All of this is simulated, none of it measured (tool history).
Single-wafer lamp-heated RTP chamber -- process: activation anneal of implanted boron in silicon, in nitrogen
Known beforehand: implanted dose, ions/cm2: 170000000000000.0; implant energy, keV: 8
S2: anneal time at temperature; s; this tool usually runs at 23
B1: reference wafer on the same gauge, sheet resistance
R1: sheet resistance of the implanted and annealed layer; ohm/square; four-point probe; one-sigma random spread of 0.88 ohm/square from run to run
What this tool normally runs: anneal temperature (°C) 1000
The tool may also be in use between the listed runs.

{"run": 1, "day": 0.0, "anneal temperature (°C)": 1000, "S2": 29, "B1": 555.82, "R1": 582.94}
{"run": 2, "day": 0.562, "anneal temperature (°C)": 1000, "S2": 23, "B1": 555.54, "R1": 583.36}
{"run": 3, "day": 0.862, "anneal temperature (°C)": 1000, "S2": 23, "B1": 555.57, "R1": 583.31}
{"run": 4, "day": 1.346, "anneal temperature (°C)": 991, "S2": 23, "B1": 555.31, "R1": 586.26}
{"run": 5, "day": 2.062, "anneal temperature (°C)": 991, "S2": 23, "B1": 554.89, "R1": 586.6}
{"run": 6, "day": 2.683, "anneal temperature (°C)": 1000, "S2": 23, "B1": 554.74, "R1": 582.86}
{"run": 7, "day": 2.979, "anneal temperature (°C)": 1000, "S2": 23, "B1": 554.79, "R1": 582.91}
{"run": 8, "day": 3.296, "anneal temperature (°C)": 1000, "S2": 23, "B1": 554.48, "R1": 581.99}
{"run": 9, "day": 3.838, "anneal temperature (°C)": 1000, "S2": 23, "B1": 554.2, "R1": 584.5}
{"run": 10, "day": 4.533, "anneal temperature (°C)": 1000, "S2": 12, "B1": 553.92, "R1": 586.93}
{"run": 11, "day": 6.779, "anneal temperature (°C)": 1000, "S2": 12, "B1": 552.92, "R1": 583.68}
{"day": 6.788, "done": "gauge calibrated"}
{"run": 12, "day": 7.308, "anneal temperature (°C)": 990, "S2": 15, "B1": 558.73, "R1": 592.66}
{"day": 8.275, "done": "reflector plate cleaned"}
{"day": 8.575, "done": "pyrometer window cleaned and pyrometer calibrated"}
{"run": 13, "day": 8.596, "anneal temperature (°C)": 990, "S2": 15, "B1": 558.89, "R1": 592.6}
{"run": 14, "day": 8.608, "anneal temperature (°C)": 1000, "S2": 23, "B1": 558.8, "R1": 586.81}
{"run": 15, "day": 9.896, "anneal temperature (°C)": 1000, "S2": 23, "B1": 558.81, "R1": 587.42}
{"run": 16, "day": 10.975, "anneal temperature (°C)": 1000, "S2": 23, "B1": 558.61, "R1": 587.85}
{"run": 17, "day": 11.342, "anneal temperature (°C)": 1000, "S2": 23, "B1": 558.46, "R1": 587.56}
{"run": 18, "day": 12.008, "anneal temperature (°C)": 1029, "S2": 35, "B1": 558.85, "R1": 580.09}
{"run": 19, "day": 12.408, "anneal temperature (°C)": 1000, "S2": 23, "B1": 558.77, "R1": 587.02}
{"run": 20, "day": 12.862, "anneal temperature (°C)": 1000, "S2": 19, "B1": 558.47, "R1": 588.18}
{"run": 21, "day": 13.183, "anneal temperature (°C)": 1000, "S2": 23, "B1": 558.52, "R1": 586.64}
{"run": 22, "day": 13.504, "anneal temperature (°C)": 1029, "S2": 16, "B1": 558.56, "R1": 584.74}
{"run": 23, "day": 14.054, "anneal temperature (°C)": 1000, "S2": 23, "B1": 558.27, "R1": 586.84}
{"run": 24, "day": 14.7, "anneal temperature (°C)": 1000, "S2": 23, "B1": 558.31, "R1": 587.43}
{"run": 25, "day": 15.404, "anneal temperature (°C)": 979, "S2": 35, "B1": 558.35, "R1": 590.12}
{"run": 26, "day": 16.954, "anneal temperature (°C)": 1000, "S2": 23, "B1": 557.85, "R1": 585.88}
{"run": 27, "day": 17.692, "anneal temperature (°C)": 1000, "S2": 23, "B1": 557.9, "R1": 585.43}
{"run": 28, "day": 17.992, "anneal temperature (°C)": 971, "S2": 32, "B1": 557.92, "R1": 596.55}
{"run": 29, "day": 18.638, "anneal temperature (°C)": 1000, "S2": 30, "B1": 557.32, "R1": 585.25}
{"run": 30, "day": 18.958, "anneal temperature (°C)": 1000, "S2": 14, "B1": 557.67, "R1": 589.72}
{"run": 31, "day": 19.646, "anneal temperature (°C)": 1015, "S2": 12, "B1": 557.59, "R1": 586.19}
{"run": 32, "day": 20.225, "anneal temperature (°C)": 988, "S2": 31, "B1": 557.39, "R1": 588.21}
{"run": 33, "day": 20.904, "anneal temperature (°C)": 1000, "S2": 23, "B1": 557.44, "R1": 584.92}
{"run": 34, "day": 21.538, "anneal temperature (°C)": 1000, "S2": 31, "B1": 557.09, "R1": 582.94}
{"run": 35, "day": 22.042, "anneal temperature (°C)": 974, "S2": 23, "B1": 556.87, "R1": 597.45}
{"run": 36, "day": 22.538, "anneal temperature (°C)": 991, "S2": 23, "B1": 556.63, "R1": 587.16}
{"run": 37, "day": 22.892, "anneal temperature (°C)": 975, "S2": 23, "B1": 556.43, "R1": 595.26}
{"run": 38, "day": 23.454, "anneal temperature (°C)": 986, "S2": 31, "B1": 556.56, "R1": 588.38}

Each row is a separate what-if for the run after 38, all from the same tool condition, not one after another. Results?
{"run": "A", "day": 23.471, "anneal temperature (°C)": 1000, "S2": 23, "B1": "?", "R1": "?"}
{"run": "B", "day": 23.471, "anneal temperature (°C)": 979, "S2": 13, "B1": "?", "R1": "?"}
{"run": "C", "day": 23.471, "anneal temperature (°C)": 987, "S2": 29, "B1": "?", "R1": "?"}

run=A B1=556.39 R1=585.08
run=B B1=556.39 R1=596.61
run=C B1=556.39 R1=587.38
Without the tool's unlogged condition, the same runs would have read:
run=A R1=587.72
run=B R1=599.3
run=C R1=590.03
